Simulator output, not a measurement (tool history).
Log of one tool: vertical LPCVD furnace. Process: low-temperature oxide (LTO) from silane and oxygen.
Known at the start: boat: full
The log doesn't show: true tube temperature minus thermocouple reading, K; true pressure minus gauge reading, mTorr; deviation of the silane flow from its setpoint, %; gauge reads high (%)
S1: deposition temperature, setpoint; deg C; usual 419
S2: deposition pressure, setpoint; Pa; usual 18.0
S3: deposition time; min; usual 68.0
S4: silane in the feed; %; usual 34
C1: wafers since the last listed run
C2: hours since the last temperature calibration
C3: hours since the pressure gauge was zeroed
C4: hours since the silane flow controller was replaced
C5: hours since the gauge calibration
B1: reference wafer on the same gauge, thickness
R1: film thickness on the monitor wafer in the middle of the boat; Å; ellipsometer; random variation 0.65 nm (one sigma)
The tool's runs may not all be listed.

run   hour   S1    S2    S3  S4   C1      C2      C3      C4     C5      B1      R1
  1    0.0  419  18.0  68.0  34    0  4844.4  2648.3  3429.1   38.6  326.81  3776.3
  2   13.7  419  18.0  68.0  34  119  4858.1  2662.0  3442.8   52.3  326.95  3784.1
  3   22.2  419  18.0  68.0  34   74  4866.6  2670.5  3451.3   60.8  326.84  3794.7
  4   36.5  419  18.0  68.0  34  124  4880.9  2684.8  3465.6   75.1  327.15  3803.7
  5   54.2  419  18.0  68.0  34  154  4898.6  2702.5  3483.3   92.8  326.95  3793.8
  6   66.9  419  18.0  68.0  34  110  4911.3  2715.2  3496.0  105.5  326.93  3789.0
  7   84.6  419  18.0  68.0  34  154  4929.0  2732.9  3513.7  123.2  327.17  3783.8
  8  104.0  424  20.0  68.0  34  169  4948.4  2752.3  3533.1  142.6  326.98  4418.2
  9  112.9  424  20.0  68.0  34   77  4957.3  2761.2  3542.0  151.5  326.95  4420.2
 10  122.2  419  18.0  68.0  34   81  4966.6  2770.5  3551.3  160.8  326.97  3781.4
 11  134.9  419  18.0  68.0  34  110  4979.3  2783.2  3564.0  173.5  326.89  3791.5
 12  151.9  419  18.0  68.0  34  148  4996.3  2800.2  3581.0  190.5  326.89  3786.6
     204.4  -- thermocouples replaced and temperature profile calibrated
 13  204.9  419  18.0  68.0  34  253     0.5  2853.2  3634.0  243.5  327.08  3791.2
 14  209.8  419  14.7  57.0  28   42     5.4  2858.1  3638.9  248.4  327.01  2003.5
 15  244.8  419  18.0  68.0  34  305    40.4  2893.1  3673.9  283.4  327.08  3795.4
 16  265.0  419  19.3  68.0  34  176    60.6  2913.3  3694.1  303.6  326.83  4068.7
     290.7  -- pressure gauge zeroed
 17  291.2  419  18.0  68.0  34   19    86.8     0.5  3720.3  329.8  327.10  3593.7
 18  296.2  419  18.0  68.0  34   43    91.8     5.5  3725.3  334.8  326.95  3604.9
 19  306.8  412  20.7  43.5  37   92   102.4    16.1  3735.9  345.4  326.98  2729.6
 20  319.0  419  18.0  68.0  36  106   114.6    28.3  3748.1  357.6  326.89  3882.0

The next listed run, before its measurement:
 21  334.1  419  18.0  68.0  34  131  129.7  43.4  3763.2  372.7   ?   ?

Run 21 gave B1 326.85, R1 3614.6 Å.
Without the tool's hidden state the same run would have given R1 3616.5 Å.
